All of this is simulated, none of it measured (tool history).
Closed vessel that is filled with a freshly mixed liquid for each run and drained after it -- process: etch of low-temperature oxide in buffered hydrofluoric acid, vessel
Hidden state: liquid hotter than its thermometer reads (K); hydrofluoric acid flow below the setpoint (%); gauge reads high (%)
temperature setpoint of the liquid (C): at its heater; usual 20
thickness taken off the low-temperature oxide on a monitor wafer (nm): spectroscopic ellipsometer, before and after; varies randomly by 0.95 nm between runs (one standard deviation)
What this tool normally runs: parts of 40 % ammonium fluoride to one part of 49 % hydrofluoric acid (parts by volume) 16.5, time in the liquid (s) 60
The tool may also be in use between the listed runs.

run      day  temperature setpoint of the liquid (C)  parts of 40 % ammonium fluoride to one part of 49 % hydrofluoric acid (parts by volume)  time in the liquid (s)  wafers since the last listed run  hours since the thermometer was replaced  hours since the hydrofluoric acid flow meter was replaced  hours since the gauge calibration  read-back film thickness of the low-temperature oxide reference wafer, read on the same gauge (nm)  thickness taken off the low-temperature oxide on a monitor wafer (nm)
  1        0                                      20                                                                                     16.5                      60                                 0                                     488.7                                                     1178.3                             1025.3                                                                                               79.98                                                                 110.32
  2    1.854                                      20                                                                                     16.5                      60                              4658                                     533.2                                                     1222.8                             1069.8                                                                                                  80                                                                 111.15
       2.162  -- hydrofluoric acid flow meter replaced
       3.221  -- thermometer replaced
  3   11.204                                      20                                                                                     16.5                      60                             23282                                     191.6                                                        217                             1294.2                                                                                               79.97                                                                 103.78
  4   15.525                                      20                                                                                     16.5                      60                             10856                                     295.3                                                      320.7                             1397.9                                                                                               79.98                                                                  104.6
  5    18.45                                      20                                                                                     16.5                      35                              7349                                     365.5                                                      390.9                             1468.1                                                                                               80.02                                                                  62.13
  6   20.483                                      20                                                                                     16.5                      60                              5108                                     414.3                                                      439.7                             1516.9                                                                                               80.04                                                                 108.06
  7   24.975                                      20                                                                                     16.5                      60                             11285                                     522.1                                                      547.5                             1624.7                                                                                               79.98                                                                 107.65
      27.296  -- thermometer replaced
  8   27.829                                      20                                                                                     16.5                      60                              7066                                      12.8                                                        616                             1693.2                                                                                               80.03                                                                  99.53
  9   31.596                                      22                                                                                     16.5                      60                              9463                                     103.2                                                      706.4                             1783.6                                                                                               80.01                                                                 115.96
 10   33.358                                      20                                                                                     16.5                      60                              4428                                     145.5                                                      748.7                             1825.9                                                                                               80.02                                                                 103.12
 11   35.508                                      20                                                                                     16.5                      60                              5401                                     197.1                                                      800.3                             1877.5                                                                                               80.03                                                                 102.24
 12   39.338                                      20                                                                                     16.5                      60                              9620                                       289                                                      892.2                             1969.4                                                                                                  80                                                                  104.6
 13   42.075                                      20                                                                                     18.5                      60                              6878                                     354.7                                                      957.9                             2035.1                                                                                                  80                                                                  95.65
 14   45.408                                      20                                                                                     16.5                      60                              8375                                     434.7                                                     1037.9                             2115.1                                                                                               80.01                                                                 106.12
 15   47.746                                      20                                                                                     19.5                      80                              5872                                     490.8                                                       1094                             2171.2                                                                                               80.02                                                                 123.12
 16   51.825                                      20                                                                                     16.5                      60                             10248                                     588.7                                                     1191.9                             2269.1                                                                                               80.02                                                                 111.17
      52.971  -- thermometer replaced
 17   54.679                                      20                                                                                     16.5                      60                              7066                                        41                                                     1260.4                             2337.6                                                                                               80.03                                                                 101.19
      60.612  -- hydrofluoric acid flow meter replaced
 18   65.846                                      23                                                                                     16.5                      60                             27951                                       309                                                      125.6                             2605.6                                                                                               80.02                                                                 123.34
 19   68.288                                    17.5                                                                                     12.5                      45                              6134                                     367.6                                                      184.2                             2664.2                                                                                                  80                                                                  89.93
      71.096  -- gauge calibrated
 20   71.908                                      24                                                                                     21.5                      85                              9097                                     454.5                                                      271.1                               19.5                                                                                               80.01                                                                 148.63
 21   76.171                                      20                                                                                       23                      60                             10709                                     556.8                                                      373.4                              121.8                                                                                               79.99                                                                  82.94
      77.442  -- thermometer replaced
 22   78.967                                      17                                                                                       22                      35                              6919                                      36.6                                                      440.5                              188.9                                                                                               79.98                                                                   38.6
 23   80.908                                      23                                                                                     16.5                      45                              4878                                      83.2                                                      487.1                              235.5                                                                                               80.02                                                                  91.25
 24   83.229                                      20                                                                                     21.5                      60                              5831                                     138.9                                                      542.8                              291.2                                                                                                  80                                                                  81.65
 25   94.788                                    23.5                                                                                     19.5                      60                             29040                                     416.3                                                      820.2                              568.6                                                                                               79.98                                                                 111.84
      97.562  -- thermometer replaced
 26   99.267                                      20                                                                                     16.5                      40                             11149                                      40.9                                                      927.7                              676.1                                                                                               80.01                                                                  69.09
 27  102.021                                      20                                                                                     16.5                      60                              6919                                       107                                                      993.8                              742.2                                                                                               79.99                                                                 103.64
     105.588  -- hydrofluoric acid flow meter replaced
 28  105.971                                      20                                                                                     22.5                      60                              9819                                     201.8                                                        9.2                                837                                                                                               80.01                                                                  79.81
 29  109.879                                    17.5                                                                                       14                      60                              9819                                     295.6                                                        103                              930.8                                                                                               79.98                                                                  107.5

Each row is a separate what-if for the run after 29, all from the same tool condition, not one after another. Results?
  A  109.908                                      20                                                                                     16.5                      60                                73                                     296.3                                                      103.7                              931.5                                                                                                   ?                                                                      ?
  B  109.908                                    23.5                                                                                       13                      75                                73                                     296.3                                                      103.7                              931.5                                                                                                   ?                                                                      ?
  C  109.908                                      20                                                                                     18.5                      70                                73                                     296.3                                                      103.7                              931.5                                                                                                   ?                                                                      ?

run  read-back film thickness of the low-temperature oxide reference wafer, read on the same gauge (nm)  thickness taken off the low-temperature oxide on a monitor wafer (nm)
  A                                                                                               79.99                                                                 105.23
  B                                                                                               79.99                                                                  201.6
  C                                                                                               79.99                                                                 109.66
The same runs, with their run-to-run variation unchanged, on a tool lacking any hidden condition would have given:
run  thickness taken off the low-temperature oxide on a monitor wafer (nm)
  A                                                                  99.84
  B                                                                 191.51
  C                                                                 104.04
